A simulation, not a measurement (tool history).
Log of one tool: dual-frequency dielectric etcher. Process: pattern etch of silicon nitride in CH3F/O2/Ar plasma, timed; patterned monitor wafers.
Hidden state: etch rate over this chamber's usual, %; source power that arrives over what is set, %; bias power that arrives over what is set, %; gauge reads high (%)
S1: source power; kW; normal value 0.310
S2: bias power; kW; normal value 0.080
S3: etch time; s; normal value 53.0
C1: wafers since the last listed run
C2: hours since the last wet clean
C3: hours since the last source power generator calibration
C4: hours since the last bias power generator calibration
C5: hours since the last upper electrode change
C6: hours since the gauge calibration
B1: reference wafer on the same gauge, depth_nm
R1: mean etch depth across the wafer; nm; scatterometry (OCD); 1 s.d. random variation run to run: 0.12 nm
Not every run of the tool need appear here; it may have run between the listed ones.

Run 1, hour 0.0: usual settings but S2 0.090 kW; C1 0; C2 493.6; C3 2734.3; C4 4403.7; C5 2266.6; C6 400.4; B1 38.47. Result: R1 36.93 nm.
At hour 1.5: wet clean of the chamber.
Run 2, hour 107.3: usual settings but S1 0.340 kW, S3 41.5 s; C1 912; C2 105.8; C3 2841.6; C4 4511.0; C5 2373.9; C6 507.7; B1 38.51. Result: R1 28.28 nm.
Run 3, hour 199.6: usual settings; C1 796; C2 198.1; C3 2933.9; C4 4603.3; C5 2466.2; C6 600.0; B1 38.55. Result: R1 35.15 nm.
Run 4, hour 284.4: usual settings; C1 731; C2 282.9; C3 3018.7; C4 4688.1; C5 2551.0; C6 684.8; B1 38.54. Result: R1 35.69 nm.
Run 5, hour 377.2: usual settings; C1 800; C2 375.7; C3 3111.5; C4 4780.9; C5 2643.8; C6 777.6; B1 38.51. Result: R1 35.82 nm.
Run 6, hour 438.0: usual settings; C1 524; C2 436.5; C3 3172.3; C4 4841.7; C5 2704.6; C6 838.4; B1 38.48. Result: R1 35.68 nm.
At hour 467.5: wet clean of the chamber.
Run 7, hour 485.4: usual settings; C1 201; C2 17.9; C3 3219.7; C4 4889.1; C5 2752.0; C6 885.8; B1 38.45. Result: R1 34.89 nm.
At hour 534.9: bias power generator calibrated.
Run 8, hour 579.3: usual settings; C1 775; C2 111.8; C3 3313.6; C4 44.4; C5 2845.9; C6 979.7; B1 38.54. Result: R1 34.97 nm.
At hour 624.3: upper electrode replaced.
Run 9, hour 638.3: usual settings but S3 58.0 s; C1 301; C2 170.8; C3 3372.6; C4 103.4; C5 14.0; C6 1038.7; B1 38.47. Result: R1 38.66 nm.
At hour 661.9: gauge calibrated.
Run 10, hour 763.4: usual settings but S2 0.068 kW, S3 59.0 s; C1 1078; C2 295.9; C3 3497.7; C4 228.5; C5 139.1; C6 101.5; B1 38.49. Result: R1 37.90 nm.
Run 11, hour 815.2: usual settings but S1 0.390 kW, S2 0.062 kW, S3 40.0 s; C1 446; C2 347.7; C3 3549.5; C4 280.3; C5 190.9; C6 153.3; B1 38.48. Result: R1 27.07 nm.
At hour 829.4: source power generator calibrated.
At hour 867.6: wet clean of the chamber.
Run 12, hour 893.3: usual settings but S2 0.071 kW, S3 66.0 s; C1 432; C2 25.7; C3 63.9; C4 358.4; C5 269.0; C6 231.4; B1 38.54. Result: R1 42.41 nm.
Run 13, hour 988.2: usual settings; C1 818; C2 120.6; C3 158.8; C4 453.3; C5 363.9; C6 326.3; B1 38.50. Result: R1 35.37 nm.
Run 14, hour 1093.3: usual settings but S1 0.260 kW, S3 39.0 s; C1 906; C2 225.7; C3 263.9; C4 558.4; C5 469.0; C6 431.4; B1 38.48. Result: R1 24.99 nm.

Hidden state, per run?
source power that arrives over what is set, %: 0 in every run
bias power that arrives over what is set, %: 0 in every run
gauge reads high (%): 0 in every run
H1: etch rate over this chamber's usual, %
run       H1
  1     2.35
  2    0.764
  3     1.25
  4      1.7
  5     2.19
  6     2.51
  7  -0.0209
  8    0.474
  9    0.785
 10     1.44
 11     1.72
 12    0.192
 13    0.692
 14     1.25
